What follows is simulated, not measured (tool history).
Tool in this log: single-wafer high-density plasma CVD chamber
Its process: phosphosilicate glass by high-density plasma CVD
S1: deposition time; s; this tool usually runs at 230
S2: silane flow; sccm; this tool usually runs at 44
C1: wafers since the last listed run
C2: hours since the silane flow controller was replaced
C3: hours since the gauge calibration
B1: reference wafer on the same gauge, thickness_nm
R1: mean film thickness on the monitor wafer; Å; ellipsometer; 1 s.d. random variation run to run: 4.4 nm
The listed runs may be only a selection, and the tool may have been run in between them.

Run 1, hour 0.0: usual settings but S2 50 sccm; C1 0; C2 4793.5; C3 135.0; B1 881.967. Result: R1 10689.77 Å.
Run 2, hour 15.8: usual settings but S2 50 sccm; C1 80; C2 4809.3; C3 150.8; B1 880.839. Result: R1 10654.27 Å.
At hour 20.6: gauge calibrated.
Run 3, hour 31.6: usual settings but S1 203 s; C1 80; C2 4825.1; C3 11.0; B1 882.223. Result: R1 8575.56 Å.
Run 4, hour 39.2: usual settings; C1 38; C2 4832.7; C3 18.6; B1 880.287. Result: R1 9755.76 Å.
Run 5, hour 49.8: usual settings; C1 54; C2 4843.3; C3 29.2; B1 882.172. Result: R1 9739.84 Å.
Run 6, hour 59.3: usual settings; C1 48; C2 4852.8; C3 38.7; B1 881.473. Result: R1 9703.49 Å.
Run 7, hour 68.4: usual settings; C1 46; C2 4861.9; C3 47.8; B1 881.664. Result: R1 9750.19 Å.
Run 8, hour 83.5: usual settings; C1 77; C2 4877.0; C3 62.9; B1 880.272. Result: R1 9749.06 Å.
Run 9, hour 93.2: usual settings; C1 49; C2 4886.7; C3 72.6; B1 882.479. Result: R1 9731.87 Å.
Run 10, hour 103.3: usual settings; C1 51; C2 4896.8; C3 82.7; B1 880.887. Result: R1 9819.48 Å.
Run 11, hour 116.5: usual settings; C1 67; C2 4910.0; C3 95.9; B1 881.619. Result: R1 9745.77 Å.
Run 12, hour 132.3: usual settings but S1 205 s, S2 37 sccm; C1 80; C2 4925.8; C3 111.7; B1 880.373. Result: R1 7637.06 Å.
At hour 154.8: silane flow controller replaced.
Run 13, hour 155.3: usual settings but S1 254 s, S2 38 sccm; C1 76; C2 0.5; C3 134.7; B1 880.980. Result: R1 9693.87 Å.
Run 14, hour 156.1: usual settings but S1 187 s, S2 36 sccm; C1 4; C2 1.3; C3 135.5; B1 882.737. Result: R1 6791.71 Å.
Run 15, hour 163.3: usual settings but S1 200 s, S2 38 sccm; C1 36; C2 8.5; C3 142.7; B1 880.398. Result: R1 7587.75 Å.
At hour 168.9: gauge calibrated.
Run 16, hour 171.8: usual settings but S1 211 s, S2 50 sccm; C1 43; C2 17.0; C3 2.9; B1 883.239. Result: R1 9792.49 Å.
Run 17, hour 183.8: usual settings; C1 61; C2 29.0; C3 14.9; B1 880.538. Result: R1 9759.72 Å.
Run 18, hour 198.1: usual settings but S1 218 s, S2 40 sccm; C1 72; C2 43.3; C3 29.2; B1 879.833. Result: R1 8570.74 Å.
Run 19, hour 211.9: usual settings; C1 70; C2 57.1; C3 43.0; B1 881.125. Result: R1 9708.60 Å.
Run 20, hour 221.9: usual settings but S1 216 s, S2 50 sccm; C1 51; C2 67.1; C3 53.0; B1 880.540. Result: R1 10086.02 Å.
Run 21, hour 239.4: usual settings but S1 214 s, S2 47 sccm; C1 89; C2 84.6; C3 70.5; B1 880.655. Result: R1 9516.68 Å.

Describe how what the log doesn't record of the tool's condition differs between the last listed run preceding each entry between runs and the first listed run following it.
Logged between run 2 and run 3: gauge calibrated (hour 20.6)
  the hidden state is the same at both runs
Logged between run 12 and run 13: silane flow controller replaced (hour 154.8)
  the hidden state is the same at both runs
Logged between run 15 and run 16: gauge calibrated (hour 168.9)
  the hidden state is the same at both runs
